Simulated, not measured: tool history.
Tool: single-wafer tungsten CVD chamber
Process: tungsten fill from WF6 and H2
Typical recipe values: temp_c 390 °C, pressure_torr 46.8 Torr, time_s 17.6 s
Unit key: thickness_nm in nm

run,hour,temp_c,pressure_torr,time_s,wafers since the last listed run,hours since the last thermocouple change,hours since the last manometer calibration,hours since the showerhead was replaced,hours since the gauge calibration,"read-back reference wafer on the same gauge, thickness_nm",thickness_nm
1,0.0,390,46.8,17.6,0,1925.7,1055.0,7537.6,106.0,46.981,56.525
2,17.6,390,46.8,17.6,407,1943.3,1072.6,7555.2,123.6,47.035,56.171
3,31.0,390,46.8,17.6,310,1956.7,1086.0,7568.6,137.0,47.001,56.398
4,37.7,390,46.8,17.6,155,1963.4,1092.7,7575.3,143.7,46.991,56.299
5,48.9,382,46.8,17.6,259,1974.6,1103.9,7586.5,154.9,47.040,49.257
6,96.6,382,46.8,17.6,1103,2022.3,1151.6,7634.2,202.6,47.005,49.428
7,112.7,382,46.8,17.6,372,2038.4,1167.7,7650.3,218.7,46.967,49.690
# hour 131.4: capacitance manometer re-zeroed and calibrated
8,131.9,401,46.8,17.6,259,2057.6,0.5,7669.5,237.9,46.998,67.671
9,142.8,401,46.8,17.6,252,2068.5,11.4,7680.4,248.8,47.010,67.567
10,155.7,390,43.6,17.6,298,2081.4,24.3,7693.3,261.7,46.963,54.691
11,162.0,390,46.8,17.6,145,2087.7,30.6,7699.6,268.0,47.077,56.954
12,173.4,384,38.6,17.6,263,2099.1,42.0,7711.0,279.4,47.007,47.099
13,190.4,386,43.9,17.6,393,2116.1,59.0,7728.0,296.4,46.959,51.652
# hour 210.1: thermocouple changed; heater temperature recalibrated
14,210.6,390,46.8,16.1,282,0.5,79.2,7748.2,316.6,47.025,47.158
15,223.3,398,46.8,17.6,293,13.2,91.9,7760.9,329.3,46.997,58.906
16,230.2,404,46.8,17.6,159,20.1,98.8,7767.8,336.2,46.984,65.273
17,241.1,405,37.2,17.6,252,31.0,109.7,7778.7,347.1,46.956,59.839
18,258.6,390,54.2,17.6,404,48.5,127.2,7796.2,364.6,46.988,54.764
# hour 264.7: gauge calibrated
# hour 268.8: showerhead replaced
19,269.3,390,42.1,17.6,62,59.2,137.9,0.5,4.6,46.979,49.246
20,276.3,400,37.9,19.1,161,66.2,144.9,7.5,11.6,46.972,60.435
21,282.3,390,46.8,17.6,138,72.2,150.9,13.5,17.6,47.061,51.595
22,297.6,398,46.8,20.4,354,87.5,166.2,28.8,32.9,46.923,68.387
23,305.4,390,46.8,17.6,180,95.3,174.0,36.6,40.7,46.976,51.848
24,320.2,390,46.8,17.6,342,110.1,188.8,51.4,55.5,46.978,51.670
25,327.1,376,46.8,20.7,159,117.0,195.7,58.3,62.4,47.031,47.545
26,344.1,390,58.1,17.6,393,134.0,212.7,75.3,79.4,47.028,56.918

Here are 4 independent what-if runs from the current tool condition. What would each one return?
A,344.5,390,46.8,17.6,9,134.4,213.1,75.7,79.8,?,?
B,344.5,390,41.1,15.0,9,134.4,213.1,75.7,79.8,?,?
C,344.5,390,50.7,17.6,9,134.4,213.1,75.7,79.8,?,?
D,344.5,390,35.1,17.6,9,134.4,213.1,75.7,79.8,?,?

run,"read-back reference wafer on the same gauge, thickness_nm",thickness_nm
A,47.001,52.195
B,47.001,41.975
C,47.001,54.070
D,47.001,45.932
Stripped of hidden state, with their random variation kept, the same runs would have yielded:
run,thickness_nm
A,52.375
B,42.120
C,54.256
D,46.091
